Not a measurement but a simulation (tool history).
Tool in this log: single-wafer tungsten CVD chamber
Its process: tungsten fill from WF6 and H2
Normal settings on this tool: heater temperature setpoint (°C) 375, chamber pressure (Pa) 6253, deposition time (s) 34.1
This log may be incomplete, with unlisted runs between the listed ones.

| run | hour | heater temperature setpoint (°C) | chamber pressure (Pa) | deposition time (s) | read-back reference wafer on the same gauge, thickness_nm | mean film thickness on the monitor wafer (Å) |
|---|---|---|---|---|---|---|
| 1 | 0.0 | 375 | 6253 | 34.1 | 78.281 | 720.48 |
| 2 | 26.1 | 368 | 6773 | 34.1 | 78.248 | 628.84 |
| 3 | 55.7 | 368 | 6773 | 34.1 | 78.307 | 628.89 |
| 4 | 80.3 | 368 | 6773 | 34.1 | 78.348 | 626.09 |
| 5 | 130.9 | 375 | 6253 | 38.9 | 78.290 | 812.58 |
| 6 | 157.7 | 371 | 6253 | 34.1 | 78.280 | 648.11 |
| 7 | 189.6 | 371 | 6253 | 34.1 | 78.289 | 646.18 |
| 8 | 211.0 | 375 | 6253 | 34.1 | 78.274 | 708.51 |
|  | 245.8 | capacitance manometer re-zeroed and calibrated |
|  | 272.7 | thermocouple changed; heater temperature recalibrated |
| 9 | 317.2 | 375 | 6253 | 34.1 | 78.263 | 679.50 |
| 10 | 332.6 | 375 | 6253 | 34.1 | 78.274 | 678.50 |
|  | 347.1 | showerhead replaced |
|  | 366.9 | thermocouple changed; heater temperature recalibrated, repeated, since the last time left the tool worse |
| 11 | 367.4 | 375 | 6253 | 34.1 | 78.310 | 744.54 |
| 12 | 379.3 | 362 | 6933 | 37.0 | 78.343 | 615.49 |
| 13 | 400.1 | 375 | 6253 | 34.1 | 78.306 | 742.94 |
|  | 410.9 | gauge calibrated |
| 14 | 500.5 | 375 | 6253 | 34.1 | 78.292 | 743.56 |
| 15 | 512.7 | 387 | 7559 | 36.7 | 78.287 | 1149.44 |
| 16 | 545.5 | 368 | 7253 | 39.2 | 78.285 | 771.72 |
| 17 | 568.9 | 375 | 6253 | 34.1 | 78.318 | 742.43 |
| 18 | 583.1 | 375 | 5213 | 32.0 | 78.261 | 637.33 |
| 19 | 596.2 | 375 | 6253 | 34.1 | 78.289 | 740.18 |

Expected results for the next run?
| 20 | 628.2 | 375 | 6253 | 28.5 | ? | ? |

Run 20 produced read-back reference wafer on the same gauge, thickness_nm 78.338, mean film thickness on the monitor wafer (Å) 620.43.
The same run, on a tool lacking any hidden state, would have yielded mean film thickness on the monitor wafer (Å) 623.01.

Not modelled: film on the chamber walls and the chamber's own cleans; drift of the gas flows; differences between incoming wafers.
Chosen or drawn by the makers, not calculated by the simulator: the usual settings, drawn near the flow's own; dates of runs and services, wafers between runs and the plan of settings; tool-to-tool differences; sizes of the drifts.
